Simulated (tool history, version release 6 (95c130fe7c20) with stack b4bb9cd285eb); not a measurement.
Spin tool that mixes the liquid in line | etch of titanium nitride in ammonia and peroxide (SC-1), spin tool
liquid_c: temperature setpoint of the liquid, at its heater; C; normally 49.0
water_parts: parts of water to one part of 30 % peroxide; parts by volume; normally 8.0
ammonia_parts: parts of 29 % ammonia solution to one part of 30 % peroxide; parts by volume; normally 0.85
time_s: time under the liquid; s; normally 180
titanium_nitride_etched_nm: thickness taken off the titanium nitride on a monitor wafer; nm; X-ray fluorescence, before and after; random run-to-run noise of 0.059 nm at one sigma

run    hour  liquid_c  water_parts  ammonia_parts  time_s  read-back film thickness of the titanium nitride reference wafer, read on the same gauge (nm)  titanium_nitride_etched_nm
  1     0.0      49.0          8.0           0.85     180                                                                                         140.01                       10.52
  2    78.5      49.0          8.0           0.85     180                                                                                         140.01                       10.43
  3   174.4      49.0          8.0           0.85     180                                                                                         140.01                       10.54
  4   279.4      49.0          8.0           0.85     180                                                                                         140.00                       10.45
  5   344.7      49.0          8.0           0.85     180                                                                                         140.00                       10.56
  6   446.2      49.0          8.0           0.85     180                                                                                         139.98                       10.61
      520.2  -- thermometer replaced
      532.8  -- new drum of ammonia solution connected
  7   541.0      49.0          8.0           0.70     180                                                                                         140.00                       10.13
  8   644.5      49.0          8.0           0.70     180                                                                                         139.99                       10.29
  9   751.8      49.0         10.0           0.85     180                                                                                         140.00                        9.27
 10   849.4      49.0          8.0           0.65     180                                                                                         140.01                       10.10
     1037.4  -- gauge calibrated
     1128.0  -- heated supply line repaired
 11  1160.8      49.0          8.0           0.85     180                                                                                         140.01                       10.57
 12  1246.4      49.0          9.5           0.85     275                                                                                         140.00                       14.74
 13  1293.7      40.0          6.5           0.75     180                                                                                         140.01                        5.97
 14  1345.3      49.0          8.0           0.85     180                                                                                         140.00                       10.45
 15  1382.7      49.0          5.0           0.65     180                                                                                         140.00                       12.65
     1456.8  -- new drum of ammonia solution connected
 16  1526.1      49.0          8.0           0.70      90                                                                                         140.00                        5.05
     1545.2  -- ammonia flow meter replaced
 17  1611.2      45.0          5.0           0.45     180                                                                                         140.00                        8.86
 18  1672.0      52.0          8.0           0.45     180                                                                                         139.99                       11.73
 19  1778.9      49.0          8.0           1.15     280                                                                                         140.00                       16.97
 20  1858.4      49.0          8.0           1.05     180                                                                                         139.99                       10.77
 21  1947.8      55.0          8.0           0.85     180                                                                                         139.98                       15.79
 22  2039.1      42.0          8.0           1.15     180                                                                                         140.02                        6.61
 23  2130.8      49.0          8.0           1.15     245                                                                                         139.99                       14.87
 24  2186.3      49.0          6.5           0.85      75                                                                                         140.00                        4.85
     2203.6  -- heated supply line repaired
     2209.1  -- new drum of ammonia solution connected
 25  2279.0      49.0          8.0           0.85     180                                                                                         140.00                       10.50

Predict each of these 3 candidate next runs independently; none follows another, all start after run 25:
  A  2279.5      49.0          8.0           0.85     180                                                                                              ?                           ?
  B  2279.5      42.5         10.0           0.70      85                                                                                              ?                           ?
  C  2279.5      53.0         10.0           1.05     180                                                                                              ?                           ?

run  read-back film thickness of the titanium nitride reference wafer, read on the same gauge (nm)  titanium_nitride_etched_nm
  A                                                                                         140.00                       10.44
  B                                                                                         140.00                        2.69
  C                                                                                         140.00                       12.73
What these runs would have given with no unlogged condition in the tool:
run  titanium_nitride_etched_nm
  A                       10.44
  B                        2.69
  C                       12.73
